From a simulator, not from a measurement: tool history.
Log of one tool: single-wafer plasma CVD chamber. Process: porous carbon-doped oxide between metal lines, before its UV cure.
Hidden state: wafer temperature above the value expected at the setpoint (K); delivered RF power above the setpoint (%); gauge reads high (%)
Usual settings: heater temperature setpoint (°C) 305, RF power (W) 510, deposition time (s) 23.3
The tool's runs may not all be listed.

| run | hour | heater temperature setpoint (°C) | RF power (W) | deposition time (s) | wafers since the last listed run | hours since the last thermocouple change | hours since the last RF generator calibration | hours since the showerhead was replaced | hours since the gauge calibration | read-back reference wafer on the same gauge, thickness_nm | mean film thickness on the monitor wafer (Å) |
|---|---|---|---|---|---|---|---|---|---|---|---|
| 1 | 0 | 305 | 510 | 23.3 | 0 | 1975.7 | 1222.1 | 4211.6 | 978 | 102.918 | 1214.46 |
| 2 | 44.8 | 305 | 510 | 23.3 | 839 | 2020.5 | 1266.9 | 4256.4 | 1022.8 | 103.03 | 1219.66 |
|  | 171.3 | gauge calibrated |
| 3 | 244.9 | 305 | 510 | 23.3 | 3747 | 2220.6 | 1467 | 4456.5 | 73.6 | 102.931 | 1204.85 |
| 4 | 352.1 | 305 | 510 | 23.3 | 2007 | 2327.8 | 1574.2 | 4563.7 | 180.8 | 103.076 | 1208.2 |
| 5 | 447.3 | 311 | 510 | 23.3 | 1782 | 2423 | 1669.4 | 4658.9 | 276 | 103.069 | 1166.33 |
| 6 | 488.9 | 311 | 510 | 23.3 | 779 | 2464.6 | 1711 | 4700.5 | 317.6 | 103.169 | 1160.61 |
| 7 | 569.8 | 305 | 510 | 23.3 | 1515 | 2545.5 | 1791.9 | 4781.4 | 398.5 | 102.872 | 1196.09 |
| 8 | 607.1 | 305 | 510 | 23.3 | 698 | 2582.8 | 1829.2 | 4818.7 | 435.8 | 103.07 | 1199.13 |
| 9 | 707.9 | 305 | 510 | 23.3 | 1887 | 2683.6 | 1930 | 4919.5 | 536.6 | 102.959 | 1195.8 |
|  | 734 | RF generator calibrated |
|  | 753.8 | thermocouple changed; heater temperature recalibrated |
| 10 | 754.3 | 301 | 510 | 23.3 | 569 | 0.5 | 20.3 | 4965.9 | 583 | 102.91 | 1252.76 |
| 11 | 830 | 301 | 510 | 23.3 | 1417 | 76.2 | 96 | 5041.6 | 658.7 | 103.228 | 1256.31 |
| 12 | 867.3 | 301 | 510 | 23.3 | 698 | 113.5 | 133.3 | 5078.9 | 696 | 102.81 | 1246.92 |
| 13 | 934.5 | 317 | 510 | 23.3 | 1258 | 180.7 | 200.5 | 5146.1 | 763.2 | 103.19 | 1160.43 |
| 14 | 1036.4 | 305 | 510 | 23.3 | 1908 | 282.6 | 302.4 | 5248 | 865.1 | 102.962 | 1226.93 |
| 15 | 1137.2 | 313 | 575 | 20.9 | 1887 | 383.4 | 403.2 | 5348.8 | 965.9 | 102.874 | 1109.05 |
| 16 | 1235.4 | 305 | 485 | 23.3 | 1839 | 481.6 | 501.4 | 5447 | 1064.1 | 102.808 | 1188.42 |
|  | 1244.8 | gauge calibrated |
| 17 | 1314.4 | 309 | 610 | 26 | 1479 | 560.6 | 580.4 | 5526 | 69.6 | 102.961 | 1469.41 |
| 18 | 1358.2 | 305 | 415 | 23.3 | 820 | 604.4 | 624.2 | 5569.8 | 113.4 | 103.113 | 1109.92 |
| 19 | 1484.9 | 305 | 510 | 23.3 | 2372 | 731.1 | 750.9 | 5696.5 | 240.1 | 102.92 | 1223.16 |
|  | 1582.9 | showerhead replaced |
| 20 | 1696.5 | 318 | 570 | 19.1 | 3813 | 942.7 | 962.5 | 113.6 | 451.7 | 102.969 | 992.9 |
| 21 | 1788.4 | 305 | 510 | 23.3 | 1721 | 1034.6 | 1054.4 | 205.5 | 543.6 | 102.873 | 1213.93 |
| 22 | 1891 | 296 | 510 | 26.2 | 1921 | 1137.2 | 1157 | 308.1 | 646.2 | 103.089 | 1416.75 |
| 23 | 1954.2 | 296 | 510 | 20.6 | 1183 | 1200.4 | 1220.2 | 371.3 | 709.4 | 102.898 | 1131.83 |
| 24 | 2032.7 | 320 | 455 | 23.3 | 1470 | 1278.9 | 1298.7 | 449.8 | 787.9 | 102.974 | 1074.9 |

3 ways to go on from here, each from the tool as it stands after run 24. What would each give?
| A | 2033.1 | 305 | 510 | 23.3 | 7 | 1279.3 | 1299.1 | 450.2 | 788.3 | ? | ? |
| B | 2033.1 | 310 | 480 | 18.6 | 7 | 1279.3 | 1299.1 | 450.2 | 788.3 | ? | ? |
| C | 2033.1 | 309 | 425 | 20.4 | 7 | 1279.3 | 1299.1 | 450.2 | 788.3 | ? | ? |

| run | read-back reference wafer on the same gauge, thickness_nm | mean film thickness on the monitor wafer (Å) |
|---|---|---|
| A | 103.172 | 1210.02 |
| B | 103.172 | 923.78 |
| C | 103.172 | 956.67 |
Without the tool's hidden state the same runs would have given:
| run | mean film thickness on the monitor wafer (Å) |
|---|---|
| A | 1234.39 |
| B | 942.58 |
| C | 979.1 |

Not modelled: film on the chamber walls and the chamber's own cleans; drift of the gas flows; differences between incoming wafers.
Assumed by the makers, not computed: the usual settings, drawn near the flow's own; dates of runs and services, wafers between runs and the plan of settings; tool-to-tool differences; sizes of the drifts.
